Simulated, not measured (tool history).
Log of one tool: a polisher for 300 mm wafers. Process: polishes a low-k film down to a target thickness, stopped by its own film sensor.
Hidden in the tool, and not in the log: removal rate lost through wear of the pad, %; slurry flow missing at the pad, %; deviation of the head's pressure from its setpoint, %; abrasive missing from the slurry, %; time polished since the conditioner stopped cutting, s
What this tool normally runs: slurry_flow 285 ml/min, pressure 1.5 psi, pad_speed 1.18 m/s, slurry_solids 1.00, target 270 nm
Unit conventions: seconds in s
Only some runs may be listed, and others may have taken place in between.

run,hour,slurry_flow,pressure,pad_speed,slurry_solids,target,wafers since the last listed run,wafers polished on this pad,hours since the slurry nozzle was cleaned,hours since the head pressure was calibrated,hours since the slurry blender was calibrated,hours since the conditioning disc was replaced,"incoming thickness of the incoming film, nm",seconds
1,0.0,285,1.5,1.38,1.00,270,0,1557,18.1,283.9,248.1,236.4,324.6,162.2
# hour 31.7: worn pad replaced by a new one
2,41.6,285,1.5,1.38,1.00,270,248,65,59.7,325.5,289.7,278.0,320.0,149.4
# hour 61.4: slurry blender recalibrated
# hour 87.7: conditioning disc replaced and pad reconditioned
# hour 89.2: head pressure recalibrated
3,98.8,285,1.5,1.38,1.00,270,342,407,116.9,9.6,37.4,11.1,321.8,144.8
4,127.2,285,1.5,1.18,1.00,270,187,595,145.3,38.0,65.8,39.5,317.4,154.2
5,190.9,285,1.5,1.18,1.00,270,421,1017,209.0,101.7,129.5,103.2,323.0,175.3
6,258.1,285,1.5,1.18,1.00,270,444,1461,276.2,168.9,196.7,170.4,313.8,147.8
# hour 268.2: slurry nozzle cleaned
7,322.8,285,1.5,1.18,1.00,270,421,1883,54.6,233.6,261.4,235.1,326.1,186.5
8,347.3,285,1.5,1.18,0.90,270,162,2045,79.1,258.1,285.9,259.6,323.3,187.5
# hour 355.3: worn pad replaced by a new one
# hour 395.5: slurry blender recalibrated
9,414.4,285,1.5,1.18,0.90,270,404,377,146.2,325.2,18.9,326.7,324.2,189.9
# hour 451.5: head pressure recalibrated
10,452.5,285,1.5,1.18,0.90,270,238,616,184.3,1.0,57.0,364.8,320.3,181.7
# hour 476.5: conditioning disc replaced and pad reconditioned
11,488.5,285,1.5,1.18,1.00,260,224,841,220.3,37.0,93.0,12.0,314.6,179.6
12,526.3,285,1.0,1.18,1.00,270,250,1091,258.1,74.8,130.8,49.8,319.2,205.3
# hour 564.2: slurry nozzle cleaned
13,595.7,285,1.5,1.18,1.00,270,452,1544,31.5,144.2,200.2,119.2,319.0,163.5
# hour 634.9: worn pad replaced by a new one
# hour 689.6: slurry blender recalibrated
14,705.9,285,1.5,1.36,1.25,260,689,456,141.7,254.4,16.3,229.4,320.5,175.1
15,777.7,285,1.3,1.18,1.00,270,475,931,213.5,326.2,88.1,301.2,319.3,188.4
# hour 790.0: head pressure recalibrated
16,824.9,375,1.5,1.18,1.00,270,299,1230,260.7,34.9,135.3,348.4,318.5,170.3
# hour 851.3: conditioning disc replaced and pad reconditioned
17,861.7,285,1.5,1.18,1.00,270,230,1461,297.5,71.7,172.1,10.4,320.7,161.3

Run 18 has not been measured yet. What should we expect?
18,886.2,325,1.5,1.42,1.10,261,162,1623,322.0,96.2,196.6,34.9,317.5,?

seconds: 151.4 s
With no hidden state in the tool, this same run would have given seconds 149.6 s.
